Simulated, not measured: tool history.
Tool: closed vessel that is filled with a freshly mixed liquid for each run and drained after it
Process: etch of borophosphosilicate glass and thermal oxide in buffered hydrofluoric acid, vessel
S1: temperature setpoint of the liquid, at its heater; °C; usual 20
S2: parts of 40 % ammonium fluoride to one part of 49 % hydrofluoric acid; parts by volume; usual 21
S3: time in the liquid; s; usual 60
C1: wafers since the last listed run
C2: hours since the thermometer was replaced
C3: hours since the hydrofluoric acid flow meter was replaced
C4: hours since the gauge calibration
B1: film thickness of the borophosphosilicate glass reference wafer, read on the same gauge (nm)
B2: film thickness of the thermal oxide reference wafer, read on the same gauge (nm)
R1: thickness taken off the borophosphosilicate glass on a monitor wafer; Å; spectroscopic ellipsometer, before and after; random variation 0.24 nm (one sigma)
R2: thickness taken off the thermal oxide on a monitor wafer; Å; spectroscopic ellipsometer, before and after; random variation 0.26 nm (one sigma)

run,day,S1,S2,S3,C1,C2,C3,C4,B1,B2,R1,R2
1,0,20,16.5,80,0,700.9,1468.2,830.7,49.99,140.01,732,404.9
2,3.488,20,15.5,60,6993,784.6,1551.9,914.4,50,140.02,579.2,318.6
3,7.525,20,15.5,60,8096,881.5,1648.8,1011.3,49.97,139.97,571.2,319.7
4,9.612,20,15.5,60,4185,931.6,1698.9,1061.4,50.02,139.98,569.2,322.8
5,11.862,18,21,60,4511,985.6,1752.9,1115.4,49.99,139.99,387.4,216
6,20.442,21.5,21,60,17203,1191.5,1958.8,1321.3,50.02,140.01,467.4,257.7
7,23.471,21.5,21,60,6074,1264.2,2031.5,1394,50.03,140.02,463.1,261.7
8,26.083,21.5,21,60,5238,1326.9,2094.2,1456.7,49.95,140,458.2,259.9
# day 28.012: thermometer replaced
9,29.038,24,26.5,60,5840,24.6,2165.1,1527.6,50.02,139.99,481.7,264.4
10,31.512,24,26.5,60,4962,84,2224.5,1587,49.97,140.02,474.7,264.1
11,33.296,24,26.5,60,3575,126.8,2267.3,1629.8,49.96,139.96,476.6,264.2
12,35.746,20,21,60,4912,185.6,2326.1,1688.6,50,140.02,446.7,242.3
13,37.692,18.5,14.5,60,3901,232.3,2372.8,1735.3,49.98,140.05,578.2,316.9
14,41.083,17,13.5,45,6801,313.7,2454.2,1816.7,49.99,140.01,424.3,230.6
15,42.7,17,26.5,60,3241,352.5,2493,1855.5,49.99,140.01,315.6,174.2
# day 43.983: hydrofluoric acid flow meter replaced
16,46.104,18.5,15,60,6742,434.2,50.9,1937.2,49.99,140.01,579.4,319.6

The next listed run, before its measurement:
17,47.842,23.5,25,60,3484,475.9,92.6,1978.9,?,?,?,?

B1: 50.02
B2: 140
R1: 485.5 Å
R2: 275.9 Å
Without the tool's hidden state the same run would have given R1 495.7 Å, R2 281.7 Å.

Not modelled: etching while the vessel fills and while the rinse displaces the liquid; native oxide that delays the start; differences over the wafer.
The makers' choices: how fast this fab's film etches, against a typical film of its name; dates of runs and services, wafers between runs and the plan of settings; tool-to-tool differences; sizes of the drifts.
